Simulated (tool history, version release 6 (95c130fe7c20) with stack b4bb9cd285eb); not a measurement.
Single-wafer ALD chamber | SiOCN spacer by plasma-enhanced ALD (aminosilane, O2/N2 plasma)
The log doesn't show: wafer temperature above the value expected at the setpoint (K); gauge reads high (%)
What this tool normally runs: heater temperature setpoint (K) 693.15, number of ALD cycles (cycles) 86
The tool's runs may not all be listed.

run	hour	heater temperature setpoint (K)	number of ALD cycles (cycles)	wafers since the last listed run	hours since the last thermocouple change	hours since the gauge calibration	read-back reference wafer on the same gauge, thickness_nm	mean film thickness on the monitor wafer (nm)
1	0.0	686.15	86	0	1119.2	101.3	5.416	4.808
2	12.9	686.15	86	41	1132.1	114.2	5.416	4.799
3	26.8	686.15	86	44	1146.0	128.1	5.422	4.787
4	38.3	693.15	79	37	1157.5	139.6	5.420	4.294
5	49.5	702.15	86	36	1168.7	150.8	5.427	4.523
6	64.1	693.15	77	47	1183.3	165.4	5.423	4.156
7	71.6	693.15	77	24	1190.8	172.9	5.430	4.176
8	86.2	693.15	77	47	1205.4	187.5	5.431	4.170
9	102.3	693.15	86	51	1221.5	203.6	5.435	4.679
10	109.8	693.15	86	24	1229.0	211.1	5.436	4.683
11	125.2	702.15	93	49	1244.4	226.5	5.434	4.907
12	132.2	702.15	93	22	1251.4	233.5	5.434	4.885
13	139.3	702.15	93	22	1258.5	240.6	5.439	4.887
14	146.2	693.15	93	22	1265.4	247.5	5.444	5.073
15	153.1	693.15	93	22	1272.3	254.4	5.443	5.064
16	163.2	693.15	93	32	1282.4	264.5	5.442	5.079
17	177.0	693.15	86	44	1296.2	278.3	5.443	4.681
18	194.3	689.15	86	55	1313.5	295.6	5.446	4.765
19	200.7	689.15	94	20	1319.9	302.0	5.449	5.183
# hour 210.6: thermocouple changed; heater temperature recalibrated
20	211.1	698.15	86	7	0.5	312.4	5.448	4.584
21	221.0	683.15	86	31	10.4	322.3	5.453	4.853
22	232.5	698.15	101	37	21.9	333.8	5.456	5.411
23	247.0	693.15	86	46	36.4	348.3	5.456	4.701
# hour 251.3: gauge calibrated
24	261.5	693.15	70	46	50.9	10.2	5.395	3.783
25	275.1	679.15	91	43	64.5	23.8	5.396	5.167
26	292.7	693.15	86	56	82.1	41.4	5.398	4.649
27	304.3	699.15	86	37	93.7	53.0	5.404	4.545
28	311.5	684.15	103	23	100.9	60.2	5.401	5.743
29	320.7	703.15	86	29	110.1	69.4	5.405	4.460
30	332.0	693.15	86	36	121.4	80.7	5.405	4.637
31	338.2	703.15	101	19	127.6	86.9	5.408	5.253
32	352.2	693.15	86	45	141.6	100.9	5.408	4.635
33	361.8	693.15	92	30	151.2	110.5	5.413	5.001
34	379.2	689.15	70	56	168.6	127.9	5.420	3.851
35	393.4	686.15	100	45	182.8	142.1	5.413	5.567
36	409.8	684.15	69	52	199.2	158.5	5.419	3.869

The logged runs with the hidden state left out (each run's random variation unchanged):
run	mean film thickness on the monitor wafer (nm)
1	4.786
2	4.775
3	4.760
4	4.269
5	4.495
6	4.129
7	4.147
8	4.139
9	4.642
10	4.645
11	4.865
12	4.842
13	4.843
14	5.027
15	5.016
16	5.030
17	4.634
18	4.714
19	5.126
20	4.533
21	4.797
22	5.347
23	4.643
24	3.780
25	5.161
26	4.640
27	4.535
28	5.729
29	4.448
30	4.622
31	5.236
32	4.618
33	4.981
34	3.833
35	5.539
36	3.848
